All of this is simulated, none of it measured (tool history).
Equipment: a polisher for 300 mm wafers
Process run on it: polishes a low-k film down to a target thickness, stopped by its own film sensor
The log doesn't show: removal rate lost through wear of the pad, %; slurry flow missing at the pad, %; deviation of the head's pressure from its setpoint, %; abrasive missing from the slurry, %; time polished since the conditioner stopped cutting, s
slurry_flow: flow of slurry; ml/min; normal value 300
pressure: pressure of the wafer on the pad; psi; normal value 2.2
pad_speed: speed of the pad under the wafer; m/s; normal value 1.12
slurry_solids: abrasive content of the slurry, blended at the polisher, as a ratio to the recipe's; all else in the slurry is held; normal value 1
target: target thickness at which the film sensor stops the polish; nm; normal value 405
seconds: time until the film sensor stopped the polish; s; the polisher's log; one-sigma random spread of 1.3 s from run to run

run   hour  slurry_flow  pressure  pad_speed  slurry_solids  target  wafers since the last listed run  wafers polished on this pad  hours since the slurry nozzle was cleaned  hours since the head pressure was calibrated  hours since the slurry blender was calibrated  hours since the conditioning disc was replaced  incoming thickness of the incoming film, nm  seconds
  1      0          400       1.7       1.22            0.9     405                                 0                           18                                      289.4                                         268.2                                            139                                           569.4                                        457.1    154.2
  2   13.7          300       2.2       1.12           0.85     405                                71                           90                                      303.1                                         281.9                                          152.7                                           583.1                                          455    130.2
      22.4  -- conditioning disc replaced and pad reconditioned
  3   29.4          300       2.2       0.88              1     421                                71                          161                                      318.8                                         297.6                                          168.4                                               7                                        460.2    105.6
      43.8  -- slurry blender recalibrated
  4   44.3          255       2.2       1.26              1     405                                67                          228                                      333.7                                         312.5                                            0.5                                            21.9                                        466.7    145.1
      53.7  -- slurry nozzle cleaned
  5   59.5          300       2.2       1.38              1     405                                74                          302                                        5.8                                         327.7                                           15.7                                            37.1                                        457.5    115.1
  6   69.8          335       2.2       1.12              1     405                                53                          356                                       16.1                                           338                                             26                                            47.4                                        462.2    138.1
  7   87.4          300       1.8       1.12           0.85     405                                91                          448                                       33.7                                         355.6                                           43.6                                              65                                        456.7    156.5
     104.4  -- head pressure recalibrated
  8  104.9          300       2.2       1.12              1     405                                80                          528                                       51.2                                           0.5                                           61.1                                            82.5                                        457.8    126.9
  9  118.4          300       2.2       1.12              1     405                                70                          599                                       64.7                                            14                                           74.6                                              96                                          460    132.1
 10  129.7          300       2.2       1.12              1     405                                58                          658                                         76                                          25.3                                           85.9                                           107.3                                          454    119.6
       141  -- worn pad replaced by a new one
 11  145.9          300       1.8       1.12              1     405                                63                           25                                       92.2                                          41.5                                          102.1                                           123.5                                        462.9    166.8
 12    163          300       1.8       1.12              1     405                                89                          114                                      109.3                                          58.6                                          119.2                                           140.6                                        469.2    181.7
 13  180.4          370       1.6       1.12           0.75     405                                90                          205                                      126.7                                            76                                          136.6                                             158                                        451.8    160.2
 14  191.2          300       2.2       1.12              1     405                                56                          261                                      137.5                                          86.8                                          147.4                                           168.8                                        460.7    132.4
 15    208          270       2.2       0.82            0.8     397                                87                          349                                      154.3                                         103.6                                          164.2                                           185.6                                          461    196.2
 16  222.5          300       2.8          1              1     405                                75                          424                                      168.8                                         118.1                                          178.7                                           200.1                                        465.7    124.4
     230.7  -- slurry blender recalibrated
 17  231.2          300       2.2        1.5              1     405                                34                          459                                      177.5                                         126.8                                            0.5                                           208.8                                        459.7    112.7
 18  237.9          215       2.2       1.12              1     405                                34                          494                                      184.2                                         133.5                                            7.2                                           215.5                                        464.3    149.5
 19  255.3          300       2.2       1.12              1     396                                90                          585                                      201.6                                         150.9                                           24.6                                           232.9                                          461    154.7
 20  272.3          220       1.8       1.22           1.25     405                                88                          673                                      218.6                                         167.9                                           41.6                                           249.9                                        460.2    143.7
     288.5  -- worn pad replaced by a new one
 21  290.1          205       2.5       1.34            1.2     405                                71                            8                                      236.4                                         185.7                                           59.4                                           267.7                                        461.3    109.9
 22  304.8          325       2.5       1.12            0.9     391                                76                           85                                      251.1                                         200.4                                           74.1                                           282.4                                        458.7    148.8
 23  317.8          300       2.2       1.12              1     414                                67                          152                                      264.1                                         213.4                                           87.1                                           295.4                                        452.2     90.3
 24    327          300         2       1.12              1     405                                47                          200                                      273.3                                         222.6                                           96.3                                           304.6                                        456.3    132.7
 25  380.1          300       2.8       1.12           0.75     405                               276                          477                                      326.4                                         275.7                                          149.4                                           357.7                                        466.2    135.8

5 ways to go on from here, each from the tool as it stands after run 25. What would each give?
  A  380.6          300       2.2       1.12              1     405                                 2                          480                                      326.9                                         276.2                                          149.9                                           358.2                                        467.3        ?
  B  380.6          400       2.8       1.52              1     400                                 2                          480                                      326.9                                         276.2                                          149.9                                           358.2                                        467.3        ?
  C  380.6          300       2.2       1.12            0.7     423                                 2                          480                                      326.9                                         276.2                                          149.9                                           358.2                                        467.3        ?
  D  380.6          245       2.7       1.12           1.15     405                                 2                          480                                      326.9                                         276.2                                          149.9                                           358.2                                        467.3        ?
  E  380.6          300       2.2       0.92           0.75     405                                 2                          480                                      326.9                                         276.2                                          149.9                                           358.2                                        467.3        ?

run  seconds
  A    149.9
  B    109.4
  C    123.4
  D    121.5
  E    184.5
Without the tool's hidden state the same runs would have given:
run  seconds
  A    149.9
  B    109.4
  C    123.4
  D    121.5
  E    184.5
